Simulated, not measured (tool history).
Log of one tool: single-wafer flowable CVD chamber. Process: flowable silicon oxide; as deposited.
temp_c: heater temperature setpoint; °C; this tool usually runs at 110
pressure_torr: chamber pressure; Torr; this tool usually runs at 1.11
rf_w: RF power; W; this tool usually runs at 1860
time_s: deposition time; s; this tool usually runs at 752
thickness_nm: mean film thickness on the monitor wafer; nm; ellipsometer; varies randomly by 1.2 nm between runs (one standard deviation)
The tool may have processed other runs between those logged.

| run | hour | temp_c | pressure_torr | rf_w | time_s | read-back reference wafer on the same gauge, thickness_nm | thickness_nm |
|---|---|---|---|---|---|---|---|
| 1 | 0.0 | 110 | 0.90 | 1860 | 752 | 478.172 | 379.123 |
| 2 | 72.6 | 110 | 0.90 | 1860 | 752 | 477.913 | 380.430 |
| 3 | 118.8 | 110 | 0.90 | 1860 | 752 | 478.370 | 380.529 |
| 4 | 213.0 | 110 | 1.11 | 1760 | 752 | 478.113 | 467.103 |
| 5 | 498.3 | 110 | 1.11 | 1650 | 752 | 478.561 | 461.686 |
| 6 | 535.6 | 110 | 1.11 | 1650 | 752 | 478.261 | 460.231 |
| 7 | 600.8 | 110 | 1.21 | 1860 | 752 | 478.381 | 518.356 |
|  | 635.5 | thermocouple changed; heater temperature recalibrated |
|  | 692.3 | showerhead replaced |
| 8 | 701.4 | 110 | 1.21 | 1860 | 752 | 477.285 | 520.394 |
| 9 | 750.1 | 110 | 1.21 | 1860 | 752 | 478.161 | 518.531 |
| 10 | 806.3 | 110 | 1.11 | 1950 | 752 | 477.951 | 482.074 |
| 11 | 893.7 | 100 | 1.22 | 1860 | 892 | 477.845 | 832.448 |
| 12 | 999.9 | 110 | 1.11 | 1860 | 752 | 478.117 | 476.421 |
|  | 1038.7 | capacitance manometer re-zeroed and calibrated |
| 13 | 1051.8 | 110 | 1.11 | 1860 | 752 | 477.468 | 475.343 |
| 14 | 1111.9 | 100 | 1.11 | 1860 | 869 | 477.862 | 736.862 |
| 15 | 1159.3 | 110 | 1.11 | 1760 | 682 | 478.342 | 428.121 |
| 16 | 1202.0 | 121 | 1.11 | 1860 | 752 | 477.572 | 352.421 |
| 17 | 1248.3 | 110 | 1.11 | 1860 | 752 | 478.128 | 475.423 |
|  | 1337.2 | RF generator calibrated |
| 18 | 1354.3 | 102 | 1.37 | 1960 | 872 | 478.151 | 863.279 |
| 19 | 1394.5 | 110 | 1.11 | 1860 | 752 | 477.575 | 476.246 |
|  | 1422.2 | gauge calibrated |
| 20 | 1437.6 | 123 | 1.11 | 1860 | 816 | 477.918 | 365.252 |

Run 21 comes next. What will it give?
| 21 | 1492.4 | 110 | 1.11 | 1860 | 752 | ? | ? |

Run 21 came out at read-back reference wafer on the same gauge, thickness_nm 478.311, thickness_nm 476.585 nm.
Had the tool carried no hidden state, the very same run would have given thickness_nm 476.585 nm.

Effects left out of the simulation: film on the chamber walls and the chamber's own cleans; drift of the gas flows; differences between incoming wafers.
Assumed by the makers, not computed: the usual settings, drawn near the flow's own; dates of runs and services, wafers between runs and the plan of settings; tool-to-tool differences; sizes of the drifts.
